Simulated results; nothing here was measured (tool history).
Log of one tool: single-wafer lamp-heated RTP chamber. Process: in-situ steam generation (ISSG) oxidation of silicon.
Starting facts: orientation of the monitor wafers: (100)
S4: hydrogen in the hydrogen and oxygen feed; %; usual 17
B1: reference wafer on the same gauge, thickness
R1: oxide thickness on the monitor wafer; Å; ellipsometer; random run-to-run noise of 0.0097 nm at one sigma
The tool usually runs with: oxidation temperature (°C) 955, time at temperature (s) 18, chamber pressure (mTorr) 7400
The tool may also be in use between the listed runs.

{"run": 1, "hour": 0.0, "oxidation temperature (°C)": 955, "time at temperature (s)": 18, "chamber pressure (mTorr)": 8200, "S4": 17, "B1": 4.326, "R1": 42.54}
{"run": 2, "hour": 35.2, "oxidation temperature (°C)": 955, "time at temperature (s)": 18, "chamber pressure (mTorr)": 7400, "S4": 17, "B1": 4.316, "R1": 42.33}
{"run": 3, "hour": 80.9, "oxidation temperature (°C)": 955, "time at temperature (s)": 18, "chamber pressure (mTorr)": 7400, "S4": 17, "B1": 4.321, "R1": 42.69}
{"run": 4, "hour": 115.3, "oxidation temperature (°C)": 955, "time at temperature (s)": 18, "chamber pressure (mTorr)": 7400, "S4": 17, "B1": 4.322, "R1": 42.78}
{"run": 5, "hour": 151.6, "oxidation temperature (°C)": 955, "time at temperature (s)": 18, "chamber pressure (mTorr)": 7400, "S4": 20, "B1": 4.322, "R1": 44.32}
{"run": 6, "hour": 212.7, "oxidation temperature (°C)": 955, "time at temperature (s)": 18, "chamber pressure (mTorr)": 7400, "S4": 20, "B1": 4.315, "R1": 44.38}
{"run": 7, "hour": 242.7, "oxidation temperature (°C)": 955, "time at temperature (s)": 18, "chamber pressure (mTorr)": 7400, "S4": 20, "B1": 4.317, "R1": 44.44}
{"run": 8, "hour": 304.3, "oxidation temperature (°C)": 955, "time at temperature (s)": 18, "chamber pressure (mTorr)": 7400, "S4": 17, "B1": 4.327, "R1": 42.97}
{"hour": 328.8, "done": "pressure gauge zeroed"}
{"hour": 335.2, "done": "pyrometer window cleaned and pyrometer calibrated"}
{"run": 9, "hour": 339.9, "oxidation temperature (°C)": 955, "time at temperature (s)": 23, "chamber pressure (mTorr)": 7400, "S4": 17, "B1": 4.322, "R1": 47.23}
{"run": 10, "hour": 370.0, "oxidation temperature (°C)": 955, "time at temperature (s)": 18, "chamber pressure (mTorr)": 7400, "S4": 17, "B1": 4.317, "R1": 42.49}
{"run": 11, "hour": 422.5, "oxidation temperature (°C)": 955, "time at temperature (s)": 18, "chamber pressure (mTorr)": 8800, "S4": 17, "B1": 4.321, "R1": 42.41}
{"run": 12, "hour": 503.8, "oxidation temperature (°C)": 944, "time at temperature (s)": 18, "chamber pressure (mTorr)": 7400, "S4": 17, "B1": 4.327, "R1": 41.36}
{"run": 13, "hour": 533.3, "oxidation temperature (°C)": 949, "time at temperature (s)": 22, "chamber pressure (mTorr)": 6900, "S4": 21, "B1": 4.324, "R1": 47.88}
{"run": 14, "hour": 598.9, "oxidation temperature (°C)": 937, "time at temperature (s)": 18, "chamber pressure (mTorr)": 7400, "S4": 17, "B1": 4.323, "R1": 40.73}
{"hour": 704.8, "done": "pyrometer window cleaned and pyrometer calibrated"}
{"run": 15, "hour": 792.5, "oxidation temperature (°C)": 955, "time at temperature (s)": 14, "chamber pressure (mTorr)": 7400, "S4": 17, "B1": 4.321, "R1": 38.6}
{"run": 16, "hour": 834.2, "oxidation temperature (°C)": 955, "time at temperature (s)": 18, "chamber pressure (mTorr)": 7400, "S4": 17, "B1": 4.321, "R1": 42.58}
{"run": 17, "hour": 890.4, "oxidation temperature (°C)": 955, "time at temperature (s)": 18, "chamber pressure (mTorr)": 7400, "S4": 20, "B1": 4.32, "R1": 44.45}
{"run": 18, "hour": 952.5, "oxidation temperature (°C)": 955, "time at temperature (s)": 18, "chamber pressure (mTorr)": 7400, "S4": 17, "B1": 4.323, "R1": 42.71}
{"run": 19, "hour": 985.0, "oxidation temperature (°C)": 955, "time at temperature (s)": 18, "chamber pressure (mTorr)": 7400, "S4": 17, "B1": 4.32, "R1": 42.81}
{"hour": 997.5, "done": "hydrogen flow controller replaced"}
{"hour": 1020.0, "done": "pyrometer window cleaned and pyrometer calibrated"}
{"hour": 1040.4, "done": "gauge calibrated"}
{"run": 20, "hour": 1040.8, "oxidation temperature (°C)": 939, "time at temperature (s)": 24, "chamber pressure (mTorr)": 6900, "S4": 27, "B1": 4.319, "R1": 50.8}
{"run": 21, "hour": 1095.5, "oxidation temperature (°C)": 955, "time at temperature (s)": 18, "chamber pressure (mTorr)": 7400, "S4": 17, "B1": 4.321, "R1": 42.59}

What does the tool deliver on the next run?
{"run": 22, "hour": 1126.0, "oxidation temperature (°C)": 955, "time at temperature (s)": 13, "chamber pressure (mTorr)": 7400, "S4": 17, "B1": "?", "R1": "?"}

Logged for run 22: B1 4.325, R1 37.33 Å.
Minus the tool's unlogged condition, the same run would have read R1 37.17 Å.

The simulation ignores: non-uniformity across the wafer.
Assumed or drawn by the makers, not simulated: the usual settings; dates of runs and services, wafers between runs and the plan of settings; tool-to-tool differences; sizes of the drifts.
